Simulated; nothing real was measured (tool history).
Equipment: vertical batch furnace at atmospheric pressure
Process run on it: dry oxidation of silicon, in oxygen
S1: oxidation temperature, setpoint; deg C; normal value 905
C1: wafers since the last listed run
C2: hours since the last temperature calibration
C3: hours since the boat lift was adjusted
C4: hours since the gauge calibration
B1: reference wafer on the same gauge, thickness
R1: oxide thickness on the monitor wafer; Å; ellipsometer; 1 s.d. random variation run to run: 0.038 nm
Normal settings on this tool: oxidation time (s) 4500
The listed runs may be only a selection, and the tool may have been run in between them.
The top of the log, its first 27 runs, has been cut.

{"hour": 437.4, "done": "boat lift adjusted"}
{"run": 28, "hour": 437.9, "S1": 887, "oxidation time (s)": 3240, "C1": 128, "C2": 67.6, "C3": 0.5, "C4": 305.4, "B1": 24.89, "R1": 181.7}
{"run": 29, "hour": 442.8, "S1": 885, "oxidation time (s)": 4500, "C1": 77, "C2": 72.5, "C3": 5.4, "C4": 310.3, "B1": 24.89, "R1": 214.7}
{"run": 30, "hour": 449.8, "S1": 914, "oxidation time (s)": 5220, "C1": 111, "C2": 79.5, "C3": 12.4, "C4": 317.3, "B1": 24.92, "R1": 306.2}
{"hour": 452.6, "done": "gauge calibrated"}
{"run": 31, "hour": 463.9, "S1": 893, "oxidation time (s)": 3660, "C1": 223, "C2": 93.6, "C3": 26.5, "C4": 11.3, "B1": 24.92, "R1": 204.9}
{"run": 32, "hour": 476.1, "S1": 914, "oxidation time (s)": 6690, "C1": 193, "C2": 105.8, "C3": 38.7, "C4": 23.5, "B1": 24.89, "R1": 357.4}
{"run": 33, "hour": 490.7, "S1": 905, "oxidation time (s)": 4500, "C1": 231, "C2": 120.4, "C3": 53.3, "C4": 38.1, "B1": 24.89, "R1": 257.3}
{"run": 34, "hour": 506.8, "S1": 905, "oxidation time (s)": 6150, "C1": 255, "C2": 136.5, "C3": 69.4, "C4": 54.2, "B1": 24.91, "R1": 311.8}
{"run": 35, "hour": 525.5, "S1": 905, "oxidation time (s)": 5580, "C1": 296, "C2": 155.2, "C3": 88.1, "C4": 72.9, "B1": 24.91, "R1": 292.8}
{"run": 36, "hour": 546.0, "S1": 923, "oxidation time (s)": 5820, "C1": 325, "C2": 175.7, "C3": 108.6, "C4": 93.4, "B1": 24.91, "R1": 357}
{"run": 37, "hour": 565.6, "S1": 916, "oxidation time (s)": 6570, "C1": 310, "C2": 195.3, "C3": 128.2, "C4": 113, "B1": 24.91, "R1": 360.9}
{"run": 38, "hour": 578.9, "S1": 885, "oxidation time (s)": 2580, "C1": 211, "C2": 208.6, "C3": 141.5, "C4": 126.3, "B1": 24.9, "R1": 157.7}
{"run": 39, "hour": 595.7, "S1": 923, "oxidation time (s)": 2850, "C1": 266, "C2": 225.4, "C3": 158.3, "C4": 143.1, "B1": 24.89, "R1": 230.2}

3 ways to go on from here, each from the tool as it stands after run 39. What would each give?
{"run": "A", "hour": 600.7, "S1": 927, "oxidation time (s)": 4500, "C1": 79, "C2": 230.4, "C3": 163.3, "C4": 148.1, "B1": "?", "R1": "?"}
{"run": "B", "hour": 600.7, "S1": 905, "oxidation time (s)": 5910, "C1": 79, "C2": 230.4, "C3": 163.3, "C4": 148.1, "B1": "?", "R1": "?"}
{"run": "C", "hour": 600.7, "S1": 884, "oxidation time (s)": 3150, "C1": 79, "C2": 230.4, "C3": 163.3, "C4": 148.1, "B1": "?", "R1": "?"}

run=A B1=24.89 R1=314
run=B B1=24.89 R1=303.5
run=C B1=24.89 R1=174.1
What these runs would have given with no unlogged condition in the tool:
run=A R1=312.6
run=B R1=302.1
run=C R1=173.3

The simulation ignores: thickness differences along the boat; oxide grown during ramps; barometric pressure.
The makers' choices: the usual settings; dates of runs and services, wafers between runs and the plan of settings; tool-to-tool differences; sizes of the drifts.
